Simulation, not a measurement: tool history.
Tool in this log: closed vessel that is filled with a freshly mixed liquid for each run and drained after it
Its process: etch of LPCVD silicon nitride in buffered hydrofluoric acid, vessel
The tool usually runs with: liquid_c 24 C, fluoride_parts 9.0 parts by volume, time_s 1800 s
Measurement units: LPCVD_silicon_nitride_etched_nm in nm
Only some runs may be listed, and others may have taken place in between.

run	hour	liquid_c	fluoride_parts	time_s	wafers since the last listed run	hours since the thermometer was replaced	hours since the hydrofluoric acid flow meter was replaced	hours since the gauge calibration	read-back film thickness of the LPCVD silicon nitride reference wafer, read on the same gauge (nm)	LPCVD_silicon_nitride_etched_nm
1	0.0	24	9.0	1800	0	926.6	550.3	749.9	29.99	28.08
2	41.0	24	9.0	1800	2250	967.6	591.3	790.9	29.99	28.18
3	109.9	24	9.0	1800	3781	1036.5	660.2	859.8	30.03	28.52
4	153.8	24	9.0	1800	2409	1080.4	704.1	903.7	29.97	29.04
5	224.6	24	9.0	1800	3886	1151.2	774.9	974.5	30.01	29.13
6	277.7	24	9.0	1800	2914	1204.3	828.0	1027.6	30.00	29.27
7	386.8	24	9.0	2510	5988	1313.4	937.1	1136.7	30.00	41.53
# hour 414.9: hydrofluoric acid flow meter replaced
# hour 425.4: gauge calibrated
8	446.0	24	9.0	2510	3194	1372.6	31.1	20.6	30.02	36.89
9	514.2	24	9.0	1800	3743	1440.8	99.3	88.8	29.98	27.05

Run 10 comes next. What will it give?
# hour 579.5: thermometer replaced
10	606.8	21	6.5	1265	5028	27.3	191.9	181.4	?	?

read-back film thickness of the LPCVD silicon nitride reference wafer, read on the same gauge (nm): 30.01
LPCVD_silicon_nitride_etched_nm: 21.50 nm
Without the tool's hidden state the same run would have given LPCVD_silicon_nitride_etched_nm 20.54 nm.

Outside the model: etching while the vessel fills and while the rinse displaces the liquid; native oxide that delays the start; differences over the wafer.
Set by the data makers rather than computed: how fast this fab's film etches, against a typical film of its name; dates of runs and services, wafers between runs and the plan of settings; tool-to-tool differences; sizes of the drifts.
